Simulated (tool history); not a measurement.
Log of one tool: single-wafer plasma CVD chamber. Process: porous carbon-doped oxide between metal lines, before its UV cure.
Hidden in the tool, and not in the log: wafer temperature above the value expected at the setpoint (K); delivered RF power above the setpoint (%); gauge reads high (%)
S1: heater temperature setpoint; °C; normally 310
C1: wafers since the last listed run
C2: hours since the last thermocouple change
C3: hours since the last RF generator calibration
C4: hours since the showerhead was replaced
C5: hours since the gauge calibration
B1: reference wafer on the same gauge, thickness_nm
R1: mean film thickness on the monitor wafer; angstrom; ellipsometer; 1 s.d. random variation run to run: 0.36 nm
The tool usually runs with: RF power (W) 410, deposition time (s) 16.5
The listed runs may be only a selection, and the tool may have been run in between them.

run 1 day=0.000 | S1=321 RF_power_(W)=410 deposition_time_(s)=14.8 | C1=0 C2=625.5 C3=1126.3 C4=2573.7 C5=108.5 | B1=64.930 | R1=646.54
run 2 day=0.683 | S1=321 RF_power_(W)=410 deposition_time_(s)=14.8 | C1=416 C2=641.9 C3=1142.7 C4=2590.1 C5=124.9 | B1=64.888 | R1=639.27
run 3 day=1.529 | S1=310 RF_power_(W)=410 deposition_time_(s)=16.5 | C1=515 C2=662.2 C3=1163.0 C4=2610.4 C5=145.2 | B1=64.873 | R1=743.86
run 4 day=2.371 | S1=310 RF_power_(W)=410 deposition_time_(s)=16.5 | C1=513 C2=682.4 C3=1183.2 C4=2630.6 C5=165.4 | B1=64.936 | R1=750.46
run 5 day=3.638 | S1=310 RF_power_(W)=410 deposition_time_(s)=16.5 | C1=772 C2=712.8 C3=1213.6 C4=2661.0 C5=195.8 | B1=64.847 | R1=748.30
run 6 day=6.267 | S1=310 RF_power_(W)=410 deposition_time_(s)=15.3 | C1=1603 C2=775.9 C3=1276.7 C4=2724.1 C5=258.9 | B1=64.996 | R1=694.76
run 7 day=7.175 | S1=310 RF_power_(W)=410 deposition_time_(s)=15.3 | C1=554 C2=797.7 C3=1298.5 C4=2745.9 C5=280.7 | B1=64.858 | R1=688.43
-- day=8.425 gauge calibrated
run 8 day=10.946 | S1=310 RF_power_(W)=410 deposition_time_(s)=15.3 | C1=2300 C2=888.2 C3=1389.0 C4=2836.4 C5=60.5 | B1=64.902 | R1=691.14
run 9 day=12.088 | S1=310 RF_power_(W)=465 deposition_time_(s)=16.5 | C1=696 C2=915.6 C3=1416.4 C4=2863.8 C5=87.9 | B1=64.967 | R1=820.39
-- day=12.625 thermocouple changed; heater temperature recalibrated
run 10 day=12.788 | S1=310 RF_power_(W)=465 deposition_time_(s)=16.5 | C1=223 C2=3.9 C3=1433.2 C4=2880.6 C5=104.7 | B1=64.792 | R1=875.43
run 11 day=14.179 | S1=310 RF_power_(W)=465 deposition_time_(s)=16.5 | C1=848 C2=37.3 C3=1466.6 C4=2914.0 C5=138.1 | B1=64.848 | R1=871.85
run 12 day=15.054 | S1=310 RF_power_(W)=410 deposition_time_(s)=16.5 | C1=533 C2=58.3 C3=1487.6 C4=2935.0 C5=159.1 | B1=64.957 | R1=791.99
run 13 day=15.971 | S1=310 RF_power_(W)=375 deposition_time_(s)=14.9 | C1=559 C2=80.3 C3=1509.6 C4=2957.0 C5=181.1 | B1=64.937 | R1=673.16
run 14 day=16.538 | S1=310 RF_power_(W)=435 deposition_time_(s)=16.5 | C1=345 C2=93.9 C3=1523.2 C4=2970.6 C5=194.7 | B1=64.934 | R1=832.12
-- day=17.221 RF generator calibrated
run 15 day=17.242 | S1=310 RF_power_(W)=410 deposition_time_(s)=16.5 | C1=226 C2=110.8 C3=0.5 C4=2987.5 C5=211.6 | B1=64.862 | R1=788.65
run 16 day=18.100 | S1=297 RF_power_(W)=385 deposition_time_(s)=18.6 | C1=523 C2=131.4 C3=21.1 C4=3008.1 C5=232.2 | B1=64.938 | R1=898.09
-- day=18.521 thermocouple changed; heater temperature recalibrated, repeated, since the last time left the tool worse
-- day=19.008 showerhead replaced
run 17 day=19.371 | S1=310 RF_power_(W)=435 deposition_time_(s)=16.5 | C1=368 C2=20.4 C3=51.6 C4=8.7 C5=262.7 | B1=64.870 | R1=794.70
run 18 day=20.329 | S1=295 RF_power_(W)=365 deposition_time_(s)=14.6 | C1=584 C2=43.4 C3=74.6 C4=31.7 C5=285.7 | B1=64.923 | R1=667.90
run 19 day=20.958 | S1=310 RF_power_(W)=480 deposition_time_(s)=16.5 | C1=383 C2=58.5 C3=89.7 C4=46.8 C5=300.8 | B1=64.866 | R1=852.83
-- day=21.125 gauge calibrated
run 20 day=21.754 | S1=310 RF_power_(W)=410 deposition_time_(s)=16.5 | C1=485 C2=77.6 C3=108.8 C4=65.9 C5=15.1 | B1=64.889 | R1=759.56
run 21 day=22.358 | S1=310 RF_power_(W)=410 deposition_time_(s)=16.5 | C1=368 C2=92.1 C3=123.3 C4=80.4 C5=29.6 | B1=64.948 | R1=762.94
run 22 day=23.392 | S1=321 RF_power_(W)=410 deposition_time_(s)=16.5 | C1=630 C2=116.9 C3=148.1 C4=105.2 C5=54.4 | B1=64.877 | R1=720.46
run 23 day=24.571 | S1=310 RF_power_(W)=410 deposition_time_(s)=13.4 | C1=719 C2=145.2 C3=176.4 C4=133.5 C5=82.7 | B1=64.860 | R1=624.30
run 24 day=25.567 | S1=310 RF_power_(W)=410 deposition_time_(s)=14.1 | C1=607 C2=169.1 C3=200.3 C4=157.4 C5=106.6 | B1=64.917 | R1=658.70

What if the next run were any one of these 5? Each begins from the tool's condition after run 24:
run A day=25.583 | S1=310 RF_power_(W)=365 deposition_time_(s)=16.5 | C1=10 C2=169.5 C3=200.7 C4=157.8 C5=107.0 | B1=? | R1=?
run B day=25.583 | S1=301 RF_power_(W)=410 deposition_time_(s)=16.5 | C1=10 C2=169.5 C3=200.7 C4=157.8 C5=107.0 | B1=? | R1=?
run C day=25.583 | S1=310 RF_power_(W)=410 deposition_time_(s)=15.6 | C1=10 C2=169.5 C3=200.7 C4=157.8 C5=107.0 | B1=? | R1=?
run D day=25.583 | S1=310 RF_power_(W)=350 deposition_time_(s)=16.5 | C1=10 C2=169.5 C3=200.7 C4=157.8 C5=107.0 | B1=? | R1=?
run E day=25.583 | S1=318 RF_power_(W)=410 deposition_time_(s)=14.1 | C1=10 C2=169.5 C3=200.7 C4=157.8 C5=107.0 | B1=? | R1=?

run=A B1=64.902 R1=691.55
run=B B1=64.902 R1=792.75
run=C B1=64.902 R1=719.04
run=D B1=64.902 R1=668.26
run=E B1=64.902 R1=628.72
With no hidden state in the tool, these same runs would have given:
run=A R1=693.03
run=B R1=794.55
run=C R1=720.58
run=D R1=669.70
run=E R1=630.04
